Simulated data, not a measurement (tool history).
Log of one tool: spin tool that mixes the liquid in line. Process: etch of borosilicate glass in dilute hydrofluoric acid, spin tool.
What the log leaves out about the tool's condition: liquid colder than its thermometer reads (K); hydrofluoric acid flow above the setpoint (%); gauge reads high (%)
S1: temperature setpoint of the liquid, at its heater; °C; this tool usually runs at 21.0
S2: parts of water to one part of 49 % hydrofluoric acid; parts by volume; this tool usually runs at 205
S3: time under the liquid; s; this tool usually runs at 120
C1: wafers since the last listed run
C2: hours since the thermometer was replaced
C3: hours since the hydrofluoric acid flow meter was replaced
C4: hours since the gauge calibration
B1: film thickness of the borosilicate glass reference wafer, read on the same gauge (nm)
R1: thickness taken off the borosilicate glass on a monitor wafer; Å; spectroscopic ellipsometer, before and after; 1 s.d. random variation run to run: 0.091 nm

run,day,S1,S2,S3,C1,C2,C3,C4,B1,R1
1,0.000,21.0,205,165,0,1705.8,435.4,939.5,99.97,144.6
2,2.908,21.0,205,165,620,1775.6,505.2,1009.3,99.98,143.0
# day 3.704: gauge calibrated
3,7.067,21.0,205,165,887,1875.4,605.0,80.7,100.02,144.1
4,9.421,21.0,205,120,502,1931.9,661.5,137.2,100.00,103.9
5,13.633,21.0,125,120,899,2033.0,762.6,238.3,100.02,183.1
6,18.029,21.0,125,120,938,2138.5,868.1,343.8,99.99,181.1
7,20.292,21.0,125,120,482,2192.8,922.4,398.1,99.98,186.1
8,21.871,21.0,205,120,337,2230.7,960.3,436.0,100.01,103.4
9,23.858,21.0,205,120,424,2278.4,1008.0,483.7,100.06,101.5
10,27.992,21.0,205,120,882,2377.6,1107.2,582.9,99.99,103.3
11,31.267,21.0,205,120,699,2456.2,1185.8,661.5,99.99,103.6
12,32.838,21.0,205,120,335,2493.9,1223.5,699.2,100.03,103.4
13,35.267,21.0,205,120,518,2552.2,1281.8,757.5,99.96,102.8
14,37.846,21.0,205,175,550,2614.1,1343.7,819.4,100.03,151.0
15,41.696,25.5,205,90,821,2706.5,1436.1,911.8,100.05,92.8
# day 44.854: gauge calibrated
16,45.354,24.0,165,145,780,2794.3,1523.9,12.0,99.98,183.2
# day 48.633: thermometer replaced
17,49.179,18.5,205,120,807,13.1,1615.7,103.8,99.97,105.9
18,53.492,19.0,240,175,920,116.6,1719.2,207.3,100.02,131.0
19,56.408,25.0,205,75,622,186.6,1789.2,277.3,100.02,83.7
20,60.033,21.0,205,120,773,273.6,1876.2,364.3,100.00,115.0

Estimate the outcome of run 21 from the log above:
# day 60.412: hydrofluoric acid flow meter replaced
21,64.292,25.5,255,155,899,375.8,93.1,466.5,?,?

{"run 21": {"B1": 99.98, "R1": 126.5}}
On a tool with no hidden condition, and with the same random variation, this run would have come out at R1 127.4 Å.
